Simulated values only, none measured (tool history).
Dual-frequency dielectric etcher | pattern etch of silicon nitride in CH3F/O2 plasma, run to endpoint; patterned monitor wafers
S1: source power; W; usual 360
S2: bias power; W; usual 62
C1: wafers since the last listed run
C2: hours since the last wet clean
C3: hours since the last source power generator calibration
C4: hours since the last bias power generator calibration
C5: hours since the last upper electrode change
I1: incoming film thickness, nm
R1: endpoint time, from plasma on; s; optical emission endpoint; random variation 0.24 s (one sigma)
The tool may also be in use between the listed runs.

run 1 hour=0.0 | S1=310 S2=62 | C1=0 C2=222.3 C3=2285.8 C4=4512.2 C5=4710.7 | I1=65.7 | R1=78.9
run 2 hour=11.2 | S1=360 S2=62 | C1=63 C2=233.5 C3=2297.0 C4=4523.4 C5=4721.9 | I1=64.5 | R1=72.0
run 3 hour=25.9 | S1=360 S2=62 | C1=82 C2=248.2 C3=2311.7 C4=4538.1 C5=4736.6 | I1=65.2 | R1=73.3
run 4 hour=34.2 | S1=360 S2=65 | C1=46 C2=256.5 C3=2320.0 C4=4546.4 C5=4744.9 | I1=65.9 | R1=72.9
run 5 hour=40.4 | S1=360 S2=65 | C1=34 C2=262.7 C3=2326.2 C4=4552.6 C5=4751.1 | I1=65.8 | R1=72.3
run 6 hour=47.1 | S1=360 S2=65 | C1=37 C2=269.4 C3=2332.9 C4=4559.3 C5=4757.8 | I1=65.9 | R1=72.8
run 7 hour=56.5 | S1=360 S2=62 | C1=53 C2=278.8 C3=2342.3 C4=4568.7 C5=4767.2 | I1=65.4 | R1=73.5
-- hour=66.8 source power generator calibrated
run 8 hour=67.3 | S1=360 S2=62 | C1=38 C2=289.6 C3=0.5 C4=4579.5 C5=4778.0 | I1=64.7 | R1=73.3
-- hour=105.9 upper electrode replaced
-- hour=106.5 bias power generator calibrated
-- hour=112.3 wet clean of the chamber
run 9 hour=112.8 | S1=360 S2=62 | C1=85 C2=0.5 C3=46.0 C4=6.3 C5=6.9 | I1=65.3 | R1=73.7
run 10 hour=113.2 | S1=360 S2=62 | C1=2 C2=0.9 C3=46.4 C4=6.7 C5=7.3 | I1=65.5 | R1=73.8
run 11 hour=136.6 | S1=310 S2=62 | C1=131 C2=24.3 C3=69.8 C4=30.1 C5=30.7 | I1=65.2 | R1=78.0
run 12 hour=148.5 | S1=390 S2=54 | C1=67 C2=36.2 C3=81.7 C4=42.0 C5=42.6 | I1=65.3 | R1=75.7
run 13 hour=160.9 | S1=410 S2=62 | C1=69 C2=48.6 C3=94.1 C4=54.4 C5=55.0 | I1=65.2 | R1=69.6
run 14 hour=170.8 | S1=310 S2=68 | C1=55 C2=58.5 C3=104.0 C4=64.3 C5=64.9 | I1=65.7 | R1=75.4
run 15 hour=179.3 | S1=360 S2=53 | C1=47 C2=67.0 C3=112.5 C4=72.8 C5=73.4 | I1=66.2 | R1=79.7
run 16 hour=195.2 | S1=340 S2=56 | C1=89 C2=82.9 C3=128.4 C4=88.7 C5=89.3 | I1=65.4 | R1=78.7
run 17 hour=207.5 | S1=420 S2=77 | C1=69 C2=95.2 C3=140.7 C4=101.0 C5=101.6 | I1=65.8 | R1=63.4
run 18 hour=218.5 | S1=400 S2=62 | C1=62 C2=106.2 C3=151.7 C4=112.0 C5=112.6 | I1=65.8 | R1=71.4

Hidden state at the last listed run before each entry between runs and at the first one after, where it differs:
Between runs 7 and 8: source power generator calibrated (hour 66.8)
  no hidden state differs between the two runs
Between runs 8 and 9: upper electrode replaced (hour 105.9); bias power generator calibrated (hour 106.5); wet clean of the chamber (hour 112.3)
  no hidden state differs between the two runs
